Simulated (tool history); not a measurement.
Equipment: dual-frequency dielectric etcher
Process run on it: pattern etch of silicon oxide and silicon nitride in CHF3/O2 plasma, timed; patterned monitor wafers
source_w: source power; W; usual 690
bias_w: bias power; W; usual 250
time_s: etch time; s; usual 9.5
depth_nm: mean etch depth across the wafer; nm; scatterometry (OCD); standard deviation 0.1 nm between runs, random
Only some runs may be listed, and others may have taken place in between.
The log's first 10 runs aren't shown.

run	hour	source_w	bias_w	time_s	read-back reference wafer on the same gauge, depth_nm	depth_nm
11	190.4	760	190	9.5	16.29	15.27
# hour 227.6: wet clean of the chamber
12	228.1	690	250	10.5	16.33	18.01
13	228.4	820	250	9.5	16.31	17.47
14	241.7	690	296	9.5	16.3	17.18
15	253.3	650	202	7.5	16.3	11.45
16	265	690	250	9.5	16.28	16.17
17	281.2	580	233	7	16.3	10.84
18	296.4	690	250	9.5	16.23	16.19
19	302.6	690	250	9.5	16.34	16.4
# hour 304.5: gauge calibrated
20	315.4	690	250	9.5	16.34	16.31
21	323.5	560	219	8	16.26	12.03
22	330.5	690	250	9.5	16.36	16.24
23	348.1	690	250	9.5	16.3	16.53
24	356	850	266	9.5	16.31	18.32
25	367.2	690	250	9.5	16.28	16.3
26	375	640	281	7	16.26	12.37
27	389.5	830	230	9.5	16.35	17.03
28	399.6	690	250	8.5	16.33	14.58
29	407.2	690	234	9.5	16.28	15.88
30	425	760	228	12	16.3	20.87

Each row is a separate what-if for the run after 30, all from the same tool condition, not one after another. Results?
A	425.4	690	250	9.5	?	?
B	425.4	690	288	8	?	?
C	425.4	620	305	10.5	?	?
D	425.4	790	250	7	?	?

run	read-back reference wafer on the same gauge, depth_nm	depth_nm
A	16.27	16.58
B	16.27	14.84
C	16.27	19.13
D	16.27	12.9
Without the tool's unlogged condition, the same runs would have read:
run	depth_nm
A	16.28
B	14.57
C	18.78
D	12.66
